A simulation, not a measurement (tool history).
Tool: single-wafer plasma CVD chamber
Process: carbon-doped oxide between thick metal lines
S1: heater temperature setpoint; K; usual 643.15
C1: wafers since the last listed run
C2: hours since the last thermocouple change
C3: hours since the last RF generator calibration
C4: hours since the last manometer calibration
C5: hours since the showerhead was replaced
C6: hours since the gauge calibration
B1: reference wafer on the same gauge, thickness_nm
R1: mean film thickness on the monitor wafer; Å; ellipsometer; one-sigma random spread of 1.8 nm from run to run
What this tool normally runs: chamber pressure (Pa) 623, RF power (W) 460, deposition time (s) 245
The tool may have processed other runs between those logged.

run 1 hour=0 | S1=640.15 chamber_pressure_(Pa)=623 RF_power_(W)=460 deposition_time_(s)=245 | C1=0 C2=2649.6 C3=1839 C4=1900 C5=2886.9 C6=97.7 | B1=1140.332 | R1=10924.76
run 2 hour=27.5 | S1=640.15 chamber_pressure_(Pa)=623 RF_power_(W)=460 deposition_time_(s)=245 | C1=256 C2=2677.1 C3=1866.5 C4=1927.5 C5=2914.4 C6=125.2 | B1=1139.459 | R1=10877.09
run 3 hour=56.5 | S1=640.15 chamber_pressure_(Pa)=623 RF_power_(W)=460 deposition_time_(s)=245 | C1=270 C2=2706.1 C3=1895.5 C4=1956.5 C5=2943.4 C6=154.2 | B1=1139.472 | R1=10866.51
run 4 hour=84.6 | S1=643.15 chamber_pressure_(Pa)=544 RF_power_(W)=460 deposition_time_(s)=231 | C1=262 C2=2734.2 C3=1923.6 C4=1984.6 C5=2971.5 C6=182.3 | B1=1140.28 | R1=9783.44
run 5 hour=101.3 | S1=643.15 chamber_pressure_(Pa)=544 RF_power_(W)=460 deposition_time_(s)=231 | C1=155 C2=2750.9 C3=1940.3 C4=2001.3 C5=2988.2 C6=199 | B1=1140.572 | R1=9767.8
run 6 hour=114.1 | S1=643.15 chamber_pressure_(Pa)=544 RF_power_(W)=460 deposition_time_(s)=231 | C1=119 C2=2763.7 C3=1953.1 C4=2014.1 C5=3001 C6=211.8 | B1=1140.196 | R1=9773.05
run 7 hour=134.9 | S1=643.15 chamber_pressure_(Pa)=623 RF_power_(W)=460 deposition_time_(s)=245 | C1=194 C2=2784.5 C3=1973.9 C4=2034.9 C5=3021.8 C6=232.6 | B1=1139.361 | R1=10696.07
run 8 hour=149.4 | S1=643.15 chamber_pressure_(Pa)=623 RF_power_(W)=525 deposition_time_(s)=245 | C1=135 C2=2799 C3=1988.4 C4=2049.4 C5=3036.3 C6=247.1 | B1=1139.533 | R1=12196.65
-- hour=172.7 capacitance manometer re-zeroed and calibrated
run 9 hour=183.1 | S1=643.15 chamber_pressure_(Pa)=623 RF_power_(W)=525 deposition_time_(s)=245 | C1=239 C2=2832.7 C3=2022.1 C4=10.4 C5=3070 C6=280.8 | B1=1140.177 | R1=12156.62
run 10 hour=198.9 | S1=652.15 chamber_pressure_(Pa)=559 RF_power_(W)=390 deposition_time_(s)=271 | C1=147 C2=2848.5 C3=2037.9 C4=26.2 C5=3085.8 C6=296.6 | B1=1140.19 | R1=9248.35
run 11 hour=214 | S1=643.15 chamber_pressure_(Pa)=623 RF_power_(W)=460 deposition_time_(s)=245 | C1=140 C2=2863.6 C3=2053 C4=41.3 C5=3100.9 C6=311.7 | B1=1140.307 | R1=10651.13
-- hour=237.2 gauge calibrated
-- hour=242.7 RF generator calibrated
run 12 hour=248.7 | S1=643.15 chamber_pressure_(Pa)=728 RF_power_(W)=500 deposition_time_(s)=276 | C1=249 C2=2898.3 C3=6 C4=76 C5=3135.6 C6=11.5 | B1=1139.98 | R1=14726.17
run 13 hour=262.9 | S1=655.15 chamber_pressure_(Pa)=623 RF_power_(W)=460 deposition_time_(s)=245 | C1=132 C2=2912.5 C3=20.2 C4=90.2 C5=3149.8 C6=25.7 | B1=1139.811 | R1=11388.42
-- hour=271.4 thermocouple changed; heater temperature recalibrated
run 14 hour=282.9 | S1=643.15 chamber_pressure_(Pa)=623 RF_power_(W)=460 deposition_time_(s)=245 | C1=111 C2=11.5 C3=40.2 C4=110.2 C5=3169.8 C6=45.7 | B1=1139.495 | R1=11663.6
-- hour=294 showerhead replaced
run 15 hour=296.9 | S1=657.15 chamber_pressure_(Pa)=623 RF_power_(W)=485 deposition_time_(s)=245 | C1=55 C2=25.5 C3=54.2 C4=124.2 C5=2.9 C6=59.7 | B1=1139.799 | R1=11881.91
run 16 hour=315.3 | S1=643.15 chamber_pressure_(Pa)=623 RF_power_(W)=460 deposition_time_(s)=245 | C1=171 C2=43.9 C3=72.6 C4=142.6 C5=21.3 C6=78.1 | B1=1140.03 | R1=11675.97
run 17 hour=346.9 | S1=634.15 chamber_pressure_(Pa)=497 RF_power_(W)=535 deposition_time_(s)=294 | C1=294 C2=75.5 C3=104.2 C4=174.2 C5=52.9 C6=109.7 | B1=1139.277 | R1=15434.33
run 18 hour=368.6 | S1=634.15 chamber_pressure_(Pa)=623 RF_power_(W)=460 deposition_time_(s)=274 | C1=202 C2=97.2 C3=125.9 C4=195.9 C5=74.6 C6=131.4 | B1=1140.209 | R1=13327.46

How would selected steps in R1 from run to run divide? Give the signed amount a tool lacking its hidden state would still show from settings, what came in and random variation, and the signed amount left for the hidden state, including any gauge scatter that is not in both of the compared results.
The hidden state here: wafer temperature above the value expected at the setpoint (K); delivered RF power above the setpoint (%); true pressure above the setpoint (%); gauge reads high (%).
Run 11 -> 12: chamber pressure (Pa) 623 -> 728, RF power (W) 460 -> 500, deposition time (s) 245 -> 276, gauge calibrated, RF generator calibrated. R1 +4075.04 Å: hidden state +1030.39, all else +3044.65.
